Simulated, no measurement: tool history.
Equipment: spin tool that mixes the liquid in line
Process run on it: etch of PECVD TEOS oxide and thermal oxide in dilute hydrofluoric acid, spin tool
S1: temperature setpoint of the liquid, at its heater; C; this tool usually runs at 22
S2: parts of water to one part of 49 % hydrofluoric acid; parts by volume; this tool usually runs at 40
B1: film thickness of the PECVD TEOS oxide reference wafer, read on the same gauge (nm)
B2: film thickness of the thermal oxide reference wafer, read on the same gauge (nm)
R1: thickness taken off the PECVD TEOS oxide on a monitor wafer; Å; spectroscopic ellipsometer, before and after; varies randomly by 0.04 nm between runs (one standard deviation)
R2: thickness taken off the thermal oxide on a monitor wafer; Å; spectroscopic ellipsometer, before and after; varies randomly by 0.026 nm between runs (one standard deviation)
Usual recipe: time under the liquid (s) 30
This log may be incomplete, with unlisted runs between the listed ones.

Run 1, hour 0: usual settings; B1 59.99; B2 79.979. Result: R1 127.7 Å, R2 39.89 Å.
Run 2, hour 9.1: usual settings; B1 60; B2 79.998. Result: R1 128.1 Å, R2 40.49 Å.
Run 3, hour 16.7: usual settings; B1 60; B2 80.026. Result: R1 127.4 Å, R2 40.49 Å.
Run 4, hour 33.2: usual settings; B1 60.02; B2 79.974. Result: R1 127.1 Å, R2 41 Å.
Run 5, hour 44.6: usual settings; B1 59.98; B2 80.021. Result: R1 128 Å, R2 40.69 Å.
Run 6, hour 51.9: usual settings; B1 59.99; B2 80.007. Result: R1 128.1 Å, R2 41 Å.
Run 7, hour 58: usual settings; B1 59.99; B2 79.994. Result: R1 128 Å, R2 40.3 Å.
Run 8, hour 68.4: usual settings; B1 59.99; B2 79.984. Result: R1 128 Å, R2 40.05 Å.
Run 9, hour 85.2: usual settings; B1 60; B2 79.96. Result: R1 128.4 Å, R2 40.24 Å.
Run 10, hour 101.9: usual settings but S2 55 parts by volume, time under the liquid (s) 40; B1 60.02; B2 80.018. Result: R1 122.6 Å, R2 38.79 Å.
At hour 111.8: hydrofluoric acid flow meter replaced.
Run 11, hour 119.1: usual settings but S1 25.5 C, S2 60 parts by volume, time under the liquid (s) 20; B1 60; B2 80.016. Result: R1 68.4 Å, R2 21.47 Å.
Run 12, hour 136.9: usual settings but S2 25 parts by volume; B1 60.04; B2 80.012. Result: R1 221.4 Å, R2 69.35 Å.
Run 13, hour 150.3: usual settings; B1 60; B2 80.025. Result: R1 136.2 Å, R2 43.35 Å.
At hour 156.5: gauge calibrated.
Run 14, hour 163.3: usual settings but S1 18 C, time under the liquid (s) 15; B1 59.98; B2 79.975. Result: R1 57.3 Å, R2 18.04 Å.
At hour 186.1: hydrofluoric acid flow meter replaced, repeated, since the last time left the tool worse.
Run 15, hour 213.2: usual settings; B1 59.99; B2 79.946. Result: R1 117.6 Å, R2 37.36 Å.
Run 16, hour 220.1: usual settings; B1 59.96; B2 80. Result: R1 117.9 Å, R2 37.27 Å.
Run 17, hour 226.5: usual settings but S1 20 C, S2 35 parts by volume; B1 60.02; B2 80.026. Result: R1 123.8 Å, R2 39.41 Å.
Run 18, hour 242.8: usual settings but S1 17.5 C, time under the liquid (s) 50; B1 60; B2 80.002. Result: R1 162.9 Å, R2 51.67 Å.
At hour 255: thermometer replaced.
Run 19, hour 257: usual settings but S1 24 C, S2 25 parts by volume; B1 60; B2 79.99. Result: R1 209.5 Å, R2 66.81 Å.
Run 20, hour 271: usual settings; B1 59.98; B2 80.032. Result: R1 118.5 Å, R2 37.2 Å.
Run 21, hour 283.9: usual settings but S1 24 C, S2 55 parts by volume, time under the liquid (s) 15; B1 59.99; B2 80.029. Result: R1 45.7 Å, R2 14.41 Å.
Run 22, hour 299.1: usual settings but S1 25.5 C, S2 25 parts by volume, time under the liquid (s) 50; B1 59.99; B2 79.992. Result: R1 373.7 Å, R2 119.52 Å.
Run 23, hour 307.2: usual settings but S1 25 C, S2 60 parts by volume; B1 60; B2 79.992. Result: R1 87.9 Å, R2 27.64 Å.
Run 24, hour 324: usual settings but S1 19 C, time under the liquid (s) 20; B1 59.98; B2 79.952. Result: R1 69.5 Å, R2 21.71 Å.
Run 25, hour 332.6: usual settings but S1 18 C, S2 25 parts by volume, time under the liquid (s) 50; B1 59.98; B2 80.039. Result: R1 272.5 Å, R2 86.1 Å.
Run 26, hour 343.6: usual settings but S2 25 parts by volume; B1 59.98; B2 79.977. Result: R1 193.4 Å, R2 61.02 Å.
Run 27, hour 363.5: usual settings; B1 60.02; B2 80.012. Result: R1 119.2 Å, R2 37.35 Å.

Selected run-to-run steps in R1, each split into two signed amounts: the part the tool would show with no hidden state at all (from settings, incoming material and random variation), and the remainder, which goes to the hidden state together with any gauge scatter not common to the measured and the hidden-state-free results:
The tool's hidden condition here consists of: liquid colder than its thermometer reads (K); hydrofluoric acid flow above the setpoint (%); gauge reads high (%).
Run 11 -> 12: S1 25.5 -> 22, S2 60 -> 25, time under the liquid (s) 20 -> 30. R1 +153 Å: hidden state +20.6, all else +132.4.
Run 12 -> 13: S2 25 -> 40. R1 -85.2 Å: hidden state -11.3, all else -73.9.
Run 21 -> 22: S1 24 -> 25.5, S2 55 -> 25, time under the liquid (s) 15 -> 50. R1 +328 Å: hidden state +3.8, all else +324.2.
Run 22 -> 23: S1 25.5 -> 25, S2 25 -> 60, time under the liquid (s) 50 -> 30. R1 -285.8 Å: hidden state -3.3, all else -282.5.
